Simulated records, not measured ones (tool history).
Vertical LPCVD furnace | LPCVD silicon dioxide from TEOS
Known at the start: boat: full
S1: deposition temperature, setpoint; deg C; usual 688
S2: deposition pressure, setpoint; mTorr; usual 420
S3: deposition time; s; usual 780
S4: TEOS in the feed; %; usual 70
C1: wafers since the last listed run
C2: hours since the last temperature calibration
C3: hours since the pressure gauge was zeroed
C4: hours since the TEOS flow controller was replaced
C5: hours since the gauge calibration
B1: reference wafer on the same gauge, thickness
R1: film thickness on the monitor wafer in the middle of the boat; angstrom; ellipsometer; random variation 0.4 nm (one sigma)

Run 1, hour 0: usual settings; C1 0; C2 1995.9; C3 1860.2; C4 4206.8; C5 269.4; B1 80.89. Result: R1 953.2 angstrom.
Run 2, hour 47.3: usual settings; C1 781; C2 2043.2; C3 1907.5; C4 4254.1; C5 316.7; B1 81.11. Result: R1 948.4 angstrom.
Run 3, hour 95.3: usual settings; C1 792; C2 2091.2; C3 1955.5; C4 4302.1; C5 364.7; B1 80.92. Result: R1 958.1 angstrom.
Run 4, hour 121.5: usual settings but S2 450 mTorr; C1 432; C2 2117.4; C3 1981.7; C4 4328.3; C5 390.9; B1 80.87. Result: R1 978.8 angstrom.
Run 5, hour 270.3: usual settings but S2 450 mTorr; C1 2457; C2 2266.2; C3 2130.5; C4 4477.1; C5 539.7; B1 80.74. Result: R1 998.9 angstrom.
Run 6, hour 338.7: usual settings; C1 1129; C2 2334.6; C3 2198.9; C4 4545.5; C5 608.1; B1 80.86. Result: R1 966.7 angstrom.
At hour 388.7: pressure gauge zeroed.
At hour 413.7: TEOS flow controller replaced.
Run 7, hour 415.2: usual settings; C1 470; C2 2411.1; C3 26.5; C4 1.5; C5 684.6; B1 80.87. Result: R1 973.7 angstrom.
Run 8, hour 471.6: usual settings; C1 931; C2 2467.5; C3 82.9; C4 57.9; C5 741; B1 80.89. Result: R1 970.2 angstrom.
At hour 474.9: gauge calibrated.
Run 9, hour 525.5: usual settings; C1 890; C2 2521.4; C3 136.8; C4 111.8; C5 50.6; B1 80.91. Result: R1 977.5 angstrom.
Run 10, hour 596.8: usual settings; C1 1177; C2 2592.7; C3 208.1; C4 183.1; C5 121.9; B1 81.03. Result: R1 985.6 angstrom.
Run 11, hour 642: usual settings but S2 325 mTorr; C1 746; C2 2637.9; C3 253.3; C4 228.3; C5 167.1; B1 80.89. Result: R1 870.7 angstrom.
At hour 673.3: thermocouples replaced and temperature profile calibrated.
Run 12, hour 707.5: usual settings but S4 79 %; C1 685; C2 34.2; C3 318.8; C4 293.8; C5 232.6; B1 80.99. Result: R1 962.3 angstrom.
Run 13, hour 742.1: usual settings but S2 340 mTorr, S3 1080 s, S4 60 %; C1 571; C2 68.8; C3 353.4; C4 328.4; C5 267.2; B1 80.9. Result: R1 1041.5 angstrom.
Run 14, hour 769.7: usual settings; C1 455; C2 96.4; C3 381; C4 356; C5 294.8; B1 80.88. Result: R1 900.6 angstrom.
Run 15, hour 797: usual settings but S1 695 deg C, S2 485 mTorr, S3 630 s, S4 57 %; C1 450; C2 123.7; C3 408.3; C4 383.3; C5 322.1; B1 80.8. Result: R1 832.8 angstrom.
Run 16, hour 846.2: usual settings but S1 698 deg C; C1 812; C2 172.9; C3 457.5; C4 432.5; C5 371.3; B1 80.88. Result: R1 1145.7 angstrom.
Run 17, hour 873: usual settings but S1 682 deg C, S2 330 mTorr, S3 540 s, S4 63 %; C1 442; C2 199.7; C3 484.3; C4 459.3; C5 398.1; B1 80.99. Result: R1 452.7 angstrom.
Run 18, hour 924.3: usual settings; C1 847; C2 251; C3 535.6; C4 510.6; C5 449.4; B1 80.85. Result: R1 897.3 angstrom.
Run 19, hour 989.9: usual settings; C1 1083; C2 316.6; C3 601.2; C4 576.2; C5 515; B1 81.08. Result: R1 909.1 angstrom.

Forecast each of these 4 alternatives for the next run:
Run A, hour 994.5: usual settings but S4 66 %; C1 75; C2 321.2; C3 605.8; C4 580.8; C5 519.6; B1 ?. Result: R1 ?.
Run B, hour 994.5: usual settings but S3 1080 s; C1 75; C2 321.2; C3 605.8; C4 580.8; C5 519.6; B1 ?. Result: R1 ?.
Run C, hour 994.5: usual settings but S1 678 deg C, S2 485 mTorr, S3 540 s, S4 76 %; C1 75; C2 321.2; C3 605.8; C4 580.8; C5 519.6; B1 ?. Result: R1 ?.
Run D, hour 994.5: usual settings but S1 697 deg C, S2 330 mTorr, S3 870 s, S4 62 %; C1 75; C2 321.2; C3 605.8; C4 580.8; C5 519.6; B1 ?. Result: R1 ?.

run     B1      R1
  A  80.89   879.4
  B  80.89    1254
  C  80.89   551.8
  D  80.89  1042.1
Without the tool's hidden state the same runs would have given:
run      R1
  A   871.1
  B  1242.1
  C   546.5
  D  1032.5

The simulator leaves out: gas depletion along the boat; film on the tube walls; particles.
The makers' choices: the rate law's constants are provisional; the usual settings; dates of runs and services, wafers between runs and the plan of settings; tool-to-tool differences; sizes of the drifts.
